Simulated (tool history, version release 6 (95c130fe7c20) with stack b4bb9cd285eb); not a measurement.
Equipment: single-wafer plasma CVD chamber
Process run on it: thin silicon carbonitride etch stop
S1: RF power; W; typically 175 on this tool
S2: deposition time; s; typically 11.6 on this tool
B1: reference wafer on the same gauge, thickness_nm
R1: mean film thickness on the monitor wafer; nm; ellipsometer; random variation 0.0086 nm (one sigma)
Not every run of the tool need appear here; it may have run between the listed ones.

| run | hour | S1 | S2 | B1 | R1 |
|---|---|---|---|---|---|
| 1 | 0.0 | 185 | 12.1 | 5.304 | 5.950 |
| 2 | 10.0 | 175 | 11.6 | 5.299 | 5.647 |
| 3 | 17.7 | 175 | 11.6 | 5.301 | 5.620 |
| 4 | 25.2 | 175 | 11.6 | 5.299 | 5.638 |
| 5 | 38.4 | 175 | 11.6 | 5.299 | 5.622 |
| 6 | 47.1 | 175 | 11.6 | 5.303 | 5.636 |
|  | 54.9 | gauge calibrated |
| 7 | 63.6 | 175 | 11.6 | 5.299 | 5.625 |
| 8 | 80.1 | 175 | 11.6 | 5.299 | 5.638 |
| 9 | 95.1 | 175 | 11.6 | 5.298 | 5.627 |
| 10 | 101.6 | 175 | 11.6 | 5.304 | 5.628 |
| 11 | 118.8 | 175 | 11.6 | 5.300 | 5.620 |
| 12 | 133.6 | 175 | 11.6 | 5.298 | 5.629 |
| 13 | 146.8 | 150 | 10.5 | 5.300 | 4.917 |
| 14 | 164.6 | 150 | 10.5 | 5.298 | 4.899 |
| 15 | 179.7 | 150 | 10.5 | 5.296 | 4.902 |
|  | 188.1 | RF generator calibrated |
| 16 | 188.5 | 175 | 11.6 | 5.297 | 5.745 |
| 17 | 194.5 | 175 | 11.6 | 5.297 | 5.741 |
| 18 | 203.6 | 160 | 10.9 | 5.301 | 5.292 |
| 19 | 211.4 | 175 | 11.6 | 5.299 | 5.740 |
| 20 | 219.9 | 175 | 11.6 | 5.302 | 5.731 |
|  | 238.7 | showerhead replaced |
| 21 | 239.2 | 175 | 13.5 | 5.303 | 6.669 |
| 22 | 251.5 | 160 | 9.3 | 5.303 | 4.506 |
|  | 261.7 | thermocouple changed; heater temperature recalibrated |
| 23 | 265.2 | 175 | 11.6 | 5.301 | 5.746 |
| 24 | 273.9 | 165 | 9.3 | 5.299 | 4.539 |
|  | 278.2 | gauge calibrated |
| 25 | 283.6 | 175 | 11.6 | 5.299 | 5.713 |
| 26 | 305.6 | 160 | 13.6 | 5.298 | 6.584 |
| 27 | 318.2 | 185 | 9.4 | 5.302 | 4.703 |
| 28 | 331.1 | 150 | 10.5 | 5.302 | 5.004 |
| 29 | 346.9 | 210 | 11.6 | 5.297 | 5.984 |
| 30 | 358.2 | 140 | 13.3 | 5.299 | 6.236 |
| 31 | 376.5 | 155 | 11.6 | 5.298 | 5.556 |
| 32 | 387.1 | 185 | 12.6 | 5.302 | 6.287 |
| 33 | 398.5 | 150 | 10.9 | 5.299 | 5.197 |
| 34 | 407.7 | 140 | 13.0 | 5.300 | 6.110 |
| 35 | 425.6 | 175 | 11.6 | 5.302 | 5.727 |

Consider 4 possible next runs. They are alternatives, not a sequence: every one starts from the tool as it was left by run 35. What does each give?
| A | 426.0 | 175 | 10.8 | ? | ? |
| B | 426.0 | 185 | 11.6 | ? | ? |
| C | 426.0 | 205 | 10.0 | ? | ? |
| D | 426.0 | 210 | 9.8 | ? | ? |

| run | B1 | R1 |
|---|---|---|
| A | 5.303 | 5.323 |
| B | 5.303 | 5.793 |
| C | 5.303 | 5.119 |
| D | 5.303 | 5.046 |
Take away the tool's hidden state, keep each run's random variation, and the runs would have read:
| run | R1 |
|---|---|
| A | 5.343 |
| B | 5.815 |
| C | 5.138 |
| D | 5.065 |

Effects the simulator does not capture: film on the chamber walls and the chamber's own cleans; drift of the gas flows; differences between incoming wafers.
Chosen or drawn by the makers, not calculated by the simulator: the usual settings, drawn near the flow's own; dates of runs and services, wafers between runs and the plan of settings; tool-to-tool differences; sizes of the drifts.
